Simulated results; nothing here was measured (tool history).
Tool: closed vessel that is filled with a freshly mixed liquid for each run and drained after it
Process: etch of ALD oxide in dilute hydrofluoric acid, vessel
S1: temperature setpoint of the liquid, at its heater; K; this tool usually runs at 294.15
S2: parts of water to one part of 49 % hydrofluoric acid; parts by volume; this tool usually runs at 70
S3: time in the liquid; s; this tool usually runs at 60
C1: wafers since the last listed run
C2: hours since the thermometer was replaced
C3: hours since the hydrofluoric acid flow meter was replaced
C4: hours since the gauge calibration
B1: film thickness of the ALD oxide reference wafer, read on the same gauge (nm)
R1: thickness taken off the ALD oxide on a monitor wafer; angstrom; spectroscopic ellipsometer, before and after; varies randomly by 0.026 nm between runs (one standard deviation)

Run 1, hour 0: usual settings but S1 298.15 K; C1 0; C2 2768.2; C3 1292.7; C4 55; B1 50.02. Result: R1 93.5 angstrom.
Run 2, hour 35: usual settings but S1 298.15 K; C1 4224; C2 2803.2; C3 1327.7; C4 90; B1 50.01. Result: R1 93.2 angstrom.
Run 3, hour 56: usual settings but S1 298.15 K; C1 2534; C2 2824.2; C3 1348.7; C4 111; B1 49.97. Result: R1 92.9 angstrom.
Run 4, hour 91.1: usual settings; C1 4236; C2 2859.3; C3 1383.8; C4 146.1; B1 49.97. Result: R1 78.8 angstrom.
Run 5, hour 126.7: usual settings; C1 4297; C2 2894.9; C3 1419.4; C4 181.7; B1 49.97. Result: R1 78.2 angstrom.
Run 6, hour 139.7: usual settings but S2 50 parts by volume; C1 1569; C2 2907.9; C3 1432.4; C4 194.7; B1 50.02. Result: R1 111.6 angstrom.
Run 7, hour 160.3: usual settings but S2 50 parts by volume; C1 2486; C2 2928.5; C3 1453; C4 215.3; B1 49.97. Result: R1 111.5 angstrom.
Run 8, hour 193.2: usual settings; C1 3971; C2 2961.4; C3 1485.9; C4 248.2; B1 49.96. Result: R1 77.2 angstrom.
At hour 197.1: hydrofluoric acid flow meter replaced.
At hour 202.3: thermometer replaced.
At hour 205.5: gauge calibrated.
Run 9, hour 228.4: usual settings but S1 290.65 K, S2 80 parts by volume, S3 85 s; C1 4007; C2 26.1; C3 31.3; C4 22.9; B1 49.99. Result: R1 103.5 angstrom.
Run 10, hour 256.1: usual settings but S1 297.15 K, S2 80 parts by volume, S3 85 s; C1 3343; C2 53.8; C3 59; C4 50.6; B1 50.02. Result: R1 134.7 angstrom.
Run 11, hour 269.8: usual settings but S1 298.15 K, S2 50 parts by volume, S3 80 s; C1 1653; C2 67.5; C3 72.7; C4 64.3; B1 49.99. Result: R1 220.1 angstrom.
Run 12, hour 285.5: usual settings but S1 291.15 K, S2 55 parts by volume, S3 35 s; C1 1895; C2 83.2; C3 88.4; C4 80; B1 49.98. Result: R1 64.6 angstrom.

Run 13 is up next; what results do you expect?
Run 13, hour 316.9: usual settings; C1 3790; C2 114.6; C3 119.8; C4 111.4; B1 ?. Result: R1 ?.

B1: 49.99
R1: 97.4 angstrom
With no hidden state in the tool, this same run would have given R1 100.9 angstrom.

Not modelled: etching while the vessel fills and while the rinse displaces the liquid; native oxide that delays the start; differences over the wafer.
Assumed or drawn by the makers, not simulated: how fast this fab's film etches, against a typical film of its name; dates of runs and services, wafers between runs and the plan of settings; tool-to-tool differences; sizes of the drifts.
